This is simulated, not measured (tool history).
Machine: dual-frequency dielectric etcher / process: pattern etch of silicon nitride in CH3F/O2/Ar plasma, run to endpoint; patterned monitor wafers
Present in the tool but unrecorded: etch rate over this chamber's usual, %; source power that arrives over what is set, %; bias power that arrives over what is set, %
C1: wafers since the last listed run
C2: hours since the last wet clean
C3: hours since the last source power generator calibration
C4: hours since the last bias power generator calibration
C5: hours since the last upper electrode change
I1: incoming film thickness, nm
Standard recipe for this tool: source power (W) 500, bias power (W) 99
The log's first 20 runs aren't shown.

run 21 hour=479.2 | source_power_(W)=590 bias_power_(W)=90 | C1=216 C2=31.6 C3=1577.0 C4=119.3 C5=149.8 | I1=42.92 | endpoint_time_(s)=53.5
run 22 hour=508.6 | source_power_(W)=580 bias_power_(W)=91 | C1=337 C2=61.0 C3=1606.4 C4=148.7 C5=179.2 | I1=43.25 | endpoint_time_(s)=53.9
run 23 hour=526.0 | source_power_(W)=580 bias_power_(W)=114 | C1=199 C2=78.4 C3=1623.8 C4=166.1 C5=196.6 | I1=42.47 | endpoint_time_(s)=49.1
-- hour=531.1 source power generator calibrated
run 24 hour=545.3 | source_power_(W)=500 bias_power_(W)=99 | C1=175 C2=97.7 C3=14.2 C4=185.4 C5=215.9 | I1=43.02 | endpoint_time_(s)=55.9
run 25 hour=562.0 | source_power_(W)=540 bias_power_(W)=107 | C1=191 C2=114.4 C3=30.9 C4=202.1 C5=232.6 | I1=42.96 | endpoint_time_(s)=51.8
run 26 hour=595.9 | source_power_(W)=530 bias_power_(W)=113 | C1=388 C2=148.3 C3=64.8 C4=236.0 C5=266.5 | I1=42.80 | endpoint_time_(s)=51.5
run 27 hour=618.2 | source_power_(W)=440 bias_power_(W)=114 | C1=255 C2=170.6 C3=87.1 C4=258.3 C5=288.8 | I1=43.07 | endpoint_time_(s)=55.9
run 28 hour=650.4 | source_power_(W)=500 bias_power_(W)=99 | C1=369 C2=202.8 C3=119.3 C4=290.5 C5=321.0 | I1=42.66 | endpoint_time_(s)=55.2
run 29 hour=667.3 | source_power_(W)=540 bias_power_(W)=114 | C1=193 C2=219.7 C3=136.2 C4=307.4 C5=337.9 | I1=42.74 | endpoint_time_(s)=51.1
run 30 hour=681.2 | source_power_(W)=540 bias_power_(W)=107 | C1=159 C2=233.6 C3=150.1 C4=321.3 C5=351.8 | I1=42.85 | endpoint_time_(s)=51.9
run 31 hour=704.3 | source_power_(W)=500 bias_power_(W)=99 | C1=264 C2=256.7 C3=173.2 C4=344.4 C5=374.9 | I1=42.72 | endpoint_time_(s)=55.3
run 32 hour=731.6 | source_power_(W)=500 bias_power_(W)=99 | C1=313 C2=284.0 C3=200.5 C4=371.7 C5=402.2 | I1=42.89 | endpoint_time_(s)=56.1
run 33 hour=750.5 | source_power_(W)=500 bias_power_(W)=99 | C1=216 C2=302.9 C3=219.4 C4=390.6 C5=421.1 | I1=43.16 | endpoint_time_(s)=56.3
run 34 hour=774.3 | source_power_(W)=400 bias_power_(W)=115 | C1=272 C2=326.7 C3=243.2 C4=414.4 C5=444.9 | I1=43.13 | endpoint_time_(s)=58.2

Alternative continuations, all from the tool just after run 34; predict every row:
run A hour=774.7 | source_power_(W)=470 bias_power_(W)=99 | C1=4 C2=327.1 C3=243.6 C4=414.8 C5=445.3 | I1=43.10 | endpoint_time_(s)=?
run B hour=774.7 | source_power_(W)=610 bias_power_(W)=87 | C1=4 C2=327.1 C3=243.6 C4=414.8 C5=445.3 | I1=43.10 | endpoint_time_(s)=?
run C hour=774.7 | source_power_(W)=450 bias_power_(W)=108 | C1=4 C2=327.1 C3=243.6 C4=414.8 C5=445.3 | I1=43.10 | endpoint_time_(s)=?
run D hour=774.7 | source_power_(W)=500 bias_power_(W)=82 | C1=4 C2=327.1 C3=243.6 C4=414.8 C5=445.3 | I1=43.10 | endpoint_time_(s)=?
run E hour=774.7 | source_power_(W)=540 bias_power_(W)=112 | C1=4 C2=327.1 C3=243.6 C4=414.8 C5=445.3 | I1=43.10 | endpoint_time_(s)=?

run=A endpoint_time_(s)=57.4
run=B endpoint_time_(s)=53.7
run=C endpoint_time_(s)=56.8
run=D endpoint_time_(s)=59.5
run=E endpoint_time_(s)=52.0
With the hidden condition removed and each run's random variation left untouched, the same runs would have given:
run=A endpoint_time_(s)=57.4
run=B endpoint_time_(s)=53.7
run=C endpoint_time_(s)=56.8
run=D endpoint_time_(s)=59.5
run=E endpoint_time_(s)=52.0
